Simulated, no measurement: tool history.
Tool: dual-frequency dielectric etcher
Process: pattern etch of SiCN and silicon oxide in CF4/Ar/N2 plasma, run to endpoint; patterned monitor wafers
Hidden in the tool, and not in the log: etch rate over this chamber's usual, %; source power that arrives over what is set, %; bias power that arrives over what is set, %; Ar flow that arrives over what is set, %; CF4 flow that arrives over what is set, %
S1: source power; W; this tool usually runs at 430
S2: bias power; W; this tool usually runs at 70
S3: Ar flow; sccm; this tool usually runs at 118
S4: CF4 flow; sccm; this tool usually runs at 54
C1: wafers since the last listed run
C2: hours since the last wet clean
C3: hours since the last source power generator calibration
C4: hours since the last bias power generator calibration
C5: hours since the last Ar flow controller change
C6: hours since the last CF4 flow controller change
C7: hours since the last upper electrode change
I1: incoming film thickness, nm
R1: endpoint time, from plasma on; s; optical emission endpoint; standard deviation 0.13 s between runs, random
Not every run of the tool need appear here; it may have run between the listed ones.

run	hour	S1	S2	S3	S4	C1	C2	C3	C4	C5	C6	C7	I1	R1
1	0	430	80	118	54	0	479.3	2975.3	5497	3789.3	73.2	59.4	16.17	19.3
# hour 15.6: bias power generator calibrated
2	16.1	430	70	118	54	181	495.4	2991.4	0.5	3805.4	89.3	75.5	16.13	20.5
3	33	430	70	118	54	253	512.3	3008.3	17.4	3822.3	106.2	92.4	16.14	20.2
# hour 41.1: source power generator calibrated
4	42.9	430	70	118	54	88	522.2	1.8	27.3	3832.2	116.1	102.3	16.25	20.8
# hour 56.9: Ar flow controller replaced
5	57.4	430	70	102	54	127	536.7	16.3	41.8	0.5	130.6	116.8	16.24	19.6
6	75.6	340	70	118	54	272	554.9	34.5	60	18.7	148.8	135	16.36	25.6
7	90	490	70	107	58	215	569.3	48.9	74.4	33.1	163.2	149.4	16.2	17.4
8	106.3	430	70	118	47	244	585.6	65.2	90.7	49.4	179.5	165.7	16.21	21
9	133	430	70	118	54	400	612.3	91.9	117.4	76.1	206.2	192.4	16.22	20.7
# hour 169.1: wet clean of the chamber
10	169.6	430	70	118	54	188	0.5	128.5	154	112.7	242.8	229	16.23	19.8
11	169.9	360	70	127	54	4	0.8	128.8	154.3	113	243.1	229.3	16.24	23.3
12	170.2	430	84	109	54	4	1.1	129.1	154.6	113.3	243.4	229.6	16.17	18
13	175.7	430	85	118	54	82	6.6	134.6	160.1	118.8	248.9	235.1	16.17	18.4
14	190.4	530	78	94	67	220	21.3	149.3	174.8	133.5	263.6	249.8	16.29	14.6
15	197.2	430	64	118	54	101	28.1	156.1	181.6	140.3	270.4	256.6	16.26	20.5
16	209.6	520	78	118	54	185	40.5	168.5	194	152.7	282.8	269	16.17	16
17	225	430	70	107	46	230	55.9	183.9	209.4	168.1	298.2	284.4	16.2	19.9
18	237.7	430	70	129	64	190	68.6	196.6	222.1	180.8	310.9	297.1	16.27	20
19	253.9	530	70	97	47	242	84.8	212.8	238.3	197	327.1	313.3	16.19	16
20	264.1	430	60	144	54	152	95	223	248.5	207.2	337.3	323.5	16.27	22.3
21	274.8	490	70	107	54	160	105.7	233.7	259.2	217.9	348	334.2	16.11	17.2
22	291.8	430	70	118	54	254	122.7	250.7	276.2	234.9	365	351.2	16.26	20.2
23	305.1	430	70	118	58	199	136	264	289.5	248.2	378.3	364.5	16.28	19.8
24	311.5	430	70	147	54	95	142.4	270.4	295.9	254.6	384.7	370.9	16.25	21.1
25	319.5	430	70	147	54	119	150.4	278.4	303.9	262.6	392.7	378.9	16.22	21.3

Below are 3 alternative next runs, each starting from the tool's condition after run 25. Predict each:
A	319.9	430	70	136	54	5	150.8	278.8	304.3	263	393.1	379.3	16.26	?
B	319.9	370	70	118	62	5	150.8	278.8	304.3	263	393.1	379.3	16.26	?
C	319.9	480	57	104	44	5	150.8	278.8	304.3	263	393.1	379.3	16.26	?

run	R1
A	20.9
B	22.6
C	19.6
Take away the tool's hidden state, keep each run's random variation, and the runs would have read:
run	R1
A	20.5
B	22.1
C	19.1
